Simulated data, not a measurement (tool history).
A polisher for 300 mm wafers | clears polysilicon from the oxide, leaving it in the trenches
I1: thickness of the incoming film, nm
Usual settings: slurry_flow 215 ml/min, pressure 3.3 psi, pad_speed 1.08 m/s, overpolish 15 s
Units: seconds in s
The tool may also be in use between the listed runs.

Run 1, hour 0: usual settings but slurry_flow 270 ml/min; I1 410.1. Result: seconds 22.3 s.
At hour 3.2: worn pad replaced by a new one.
Run 2, hour 12.9: usual settings; I1 411.8. Result: seconds 23.8 s.
Run 3, hour 23.3: usual settings; I1 405.5. Result: seconds 23.6 s.
Run 4, hour 38.4: usual settings; I1 401.9. Result: seconds 23.6 s.
Run 5, hour 50.5: usual settings; I1 417.3. Result: seconds 24.4 s.
Run 6, hour 58.6: usual settings; I1 410.7. Result: seconds 24.6 s.
At hour 68.9: worn pad replaced by a new one.
Run 7, hour 71.7: usual settings; I1 406.1. Result: seconds 25 s.
Run 8, hour 80: usual settings; I1 413.7. Result: seconds 25.5 s.
Run 9, hour 87.1: usual settings but slurry_flow 185 ml/min, pressure 2.8 psi, pad_speed 0.72 m/s, overpolish 20 s; I1 404.7. Result: seconds 44.2 s.
Run 10, hour 96.9: usual settings but slurry_flow 245 ml/min, pressure 2.4 psi, overpolish 23 s; I1 418.6. Result: seconds 31.3 s.
Run 11, hour 114.1: usual settings but slurry_flow 185 ml/min, pressure 2.7 psi; I1 407.7. Result: seconds 32.4 s.
At hour 123.7: slurry nozzle cleaned.
Run 12, hour 124.2: usual settings; I1 412.1. Result: seconds 22.5 s.

The next listed run, before its measurement:
At hour 135: worn pad replaced by a new one.
At hour 149.5: head pressure recalibrated.
Run 13, hour 162.7: usual settings but slurry_flow 235 ml/min, pressure 3.8 psi, overpolish 23 s; I1 413.9. Result: seconds ?.

Run 13 gave seconds 18.7 s.
Without the tool's hidden state the same run would have given seconds 18.5 s.
